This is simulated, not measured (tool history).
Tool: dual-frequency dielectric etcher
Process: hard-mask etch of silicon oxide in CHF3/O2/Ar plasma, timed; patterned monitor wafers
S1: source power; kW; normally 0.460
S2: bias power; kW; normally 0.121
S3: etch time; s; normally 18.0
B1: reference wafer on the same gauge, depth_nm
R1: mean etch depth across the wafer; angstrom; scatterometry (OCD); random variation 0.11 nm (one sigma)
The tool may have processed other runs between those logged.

run    hour     S1     S2    S3     B1     R1
  1     0.0  0.460  0.121  18.0  30.36  257.4
  2    71.5  0.460  0.137  18.0  30.37  265.7
  3   106.9  0.460  0.137  18.0  30.27  264.7
  4   160.4  0.460  0.137  18.0  30.32  265.7
  5   194.9  0.460  0.121  18.0  30.28  255.5
  6   222.7  0.460  0.121  18.0  30.27  256.9
  7   252.7  0.360  0.121  18.0  30.24  216.8
  8   298.3  0.360  0.121  18.0  30.30  215.8
  9   353.6  0.360  0.121  18.0  30.31  216.0
      412.6  -- wet clean of the chamber
 10   417.4  0.550  0.121  20.5  30.33  323.6
 11   443.1  0.460  0.121  18.0  30.25  255.9
 12   510.6  0.460  0.121  18.0  30.24  254.7
 13   565.8  0.460  0.121  18.0  30.32  254.5
      646.3  -- source power generator calibrated
      649.5  -- gauge calibrated
      695.8  -- upper electrode replaced, of another model than before
 14   760.0  0.460  0.121  18.0  30.29  264.4
      828.2  -- wet clean of the chamber
 15   828.7  0.420  0.121  18.0  30.32  253.2
 16   836.1  0.460  0.121  18.0  30.32  264.7
 17   906.2  0.380  0.131  22.0  30.25  307.8
 18   963.4  0.520  0.121  21.5  30.23  330.3
 19  1012.0  0.460  0.121  13.5  30.27  197.8
     1069.6  -- bias power generator calibrated
 20  1100.9  0.460  0.121  18.0  30.26  263.9
 21  1152.0  0.460  0.121  22.0  30.32  322.5
     1197.8  -- wet clean of the chamber
 22  1217.9  0.380  0.140  13.5  30.28  192.5
 23  1245.2  0.490  0.121  18.0  30.28  271.0
 24  1315.7  0.510  0.149  18.0  30.33  298.9
 25  1383.2  0.420  0.134  20.0  30.34  293.8
 26  1423.5  0.560  0.134  20.5  30.34  339.5

Below are 4 alternative next runs, each starting from the tool's condition after run 26. Predict each:
  A  1423.9  0.460  0.121  18.0   ?   ?
  B  1423.9  0.380  0.121  21.0   ?   ?
  C  1423.9  0.410  0.096  16.0   ?   ?
  D  1423.9  0.460  0.146  14.0   ?   ?

run     B1     R1
  A  30.31  263.9
  B  30.31  284.0
  C  30.31  203.7
  D  30.31  221.2
Without the tool's unlogged condition, the same runs would have read:
run     R1
  A  265.3
  B  285.5
  C  204.8
  D  222.3

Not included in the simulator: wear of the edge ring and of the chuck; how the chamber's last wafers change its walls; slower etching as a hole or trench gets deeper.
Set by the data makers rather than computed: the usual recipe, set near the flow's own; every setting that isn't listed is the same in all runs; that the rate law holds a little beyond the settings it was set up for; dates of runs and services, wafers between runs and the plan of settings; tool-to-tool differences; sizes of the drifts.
